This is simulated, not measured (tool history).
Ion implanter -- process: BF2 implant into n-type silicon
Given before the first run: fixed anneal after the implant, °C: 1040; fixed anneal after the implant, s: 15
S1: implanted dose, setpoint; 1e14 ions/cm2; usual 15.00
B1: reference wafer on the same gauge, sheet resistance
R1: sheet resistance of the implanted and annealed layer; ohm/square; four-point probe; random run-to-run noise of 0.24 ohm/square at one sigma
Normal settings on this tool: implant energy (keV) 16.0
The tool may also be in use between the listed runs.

run 1 hour=0.0 | S1=15.00 implant_energy_(keV)=17.5 | B1=136.96 | R1=158.50
run 2 hour=57.6 | S1=15.00 implant_energy_(keV)=17.5 | B1=137.06 | R1=159.19
run 3 hour=120.9 | S1=13.23 implant_energy_(keV)=18.0 | B1=137.10 | R1=163.19
run 4 hour=190.8 | S1=13.23 implant_energy_(keV)=18.0 | B1=137.06 | R1=163.08
run 5 hour=215.3 | S1=13.23 implant_energy_(keV)=18.0 | B1=137.07 | R1=163.66
run 6 hour=272.7 | S1=15.00 implant_energy_(keV)=16.0 | B1=137.02 | R1=164.22
run 7 hour=306.2 | S1=15.00 implant_energy_(keV)=16.0 | B1=137.02 | R1=164.05
run 8 hour=339.0 | S1=15.00 implant_energy_(keV)=16.0 | B1=137.00 | R1=164.72
run 9 hour=407.8 | S1=15.00 implant_energy_(keV)=16.0 | B1=136.98 | R1=164.25
run 10 hour=466.6 | S1=15.00 implant_energy_(keV)=16.0 | B1=137.12 | R1=164.34
-- hour=481.3 extraction supply calibrated
run 11 hour=507.7 | S1=15.00 implant_energy_(keV)=16.0 | B1=136.99 | R1=164.99
run 12 hour=549.7 | S1=15.00 implant_energy_(keV)=16.0 | B1=137.08 | R1=164.77
run 13 hour=606.1 | S1=15.00 implant_energy_(keV)=16.0 | B1=136.99 | R1=165.12
run 14 hour=641.2 | S1=15.00 implant_energy_(keV)=16.0 | B1=136.95 | R1=164.92
run 15 hour=697.1 | S1=19.24 implant_energy_(keV)=12.0 | B1=137.04 | R1=171.26
run 16 hour=726.2 | S1=11.67 implant_energy_(keV)=19.0 | B1=137.09 | R1=169.57
-- hour=731.8 gauge calibrated
run 17 hour=755.9 | S1=16.86 implant_energy_(keV)=12.5 | B1=136.98 | R1=173.14
run 18 hour=823.7 | S1=15.00 implant_energy_(keV)=16.0 | B1=136.91 | R1=165.23
run 19 hour=853.1 | S1=16.80 implant_energy_(keV)=18.0 | B1=137.06 | R1=154.61
run 20 hour=965.6 | S1=15.00 implant_energy_(keV)=14.5 | B1=136.97 | R1=169.62
run 21 hour=1014.8 | S1=16.35 implant_energy_(keV)=13.0 | B1=137.02 | R1=172.39
-- hour=1027.9 Faraday cup replaced and dose calibrated
run 22 hour=1067.8 | S1=15.00 implant_energy_(keV)=16.0 | B1=137.00 | R1=163.29
run 23 hour=1116.1 | S1=15.00 implant_energy_(keV)=16.0 | B1=137.02 | R1=163.42
run 24 hour=1267.2 | S1=12.42 implant_energy_(keV)=16.0 | B1=137.10 | R1=172.96
run 25 hour=1297.9 | S1=16.83 implant_energy_(keV)=20.0 | B1=137.06 | R1=148.42
run 26 hour=1330.1 | S1=15.00 implant_energy_(keV)=16.0 | B1=137.03 | R1=163.94
run 27 hour=1376.7 | S1=11.74 implant_energy_(keV)=16.0 | B1=137.07 | R1=176.22
run 28 hour=1513.8 | S1=15.00 implant_energy_(keV)=16.0 | B1=136.88 | R1=164.13
run 29 hour=1578.5 | S1=12.34 implant_energy_(keV)=11.5 | B1=136.96 | R1=190.37

3 options for the next run, each taken on its own from the tool as it stands now. Forecast them:
run A hour=1578.9 | S1=15.00 implant_energy_(keV)=16.0 | B1=? | R1=?
run B hour=1578.9 | S1=19.22 implant_energy_(keV)=21.5 | B1=? | R1=?
run C hour=1578.9 | S1=12.21 implant_energy_(keV)=11.0 | B1=? | R1=?

run=A B1=137.11 R1=164.75
run=B B1=137.11 R1=142.07
run=C B1=137.11 R1=193.60
With no hidden state in the tool, these same runs would have given:
run=A R1=163.30
run=B R1=141.32
run=C R1=191.02
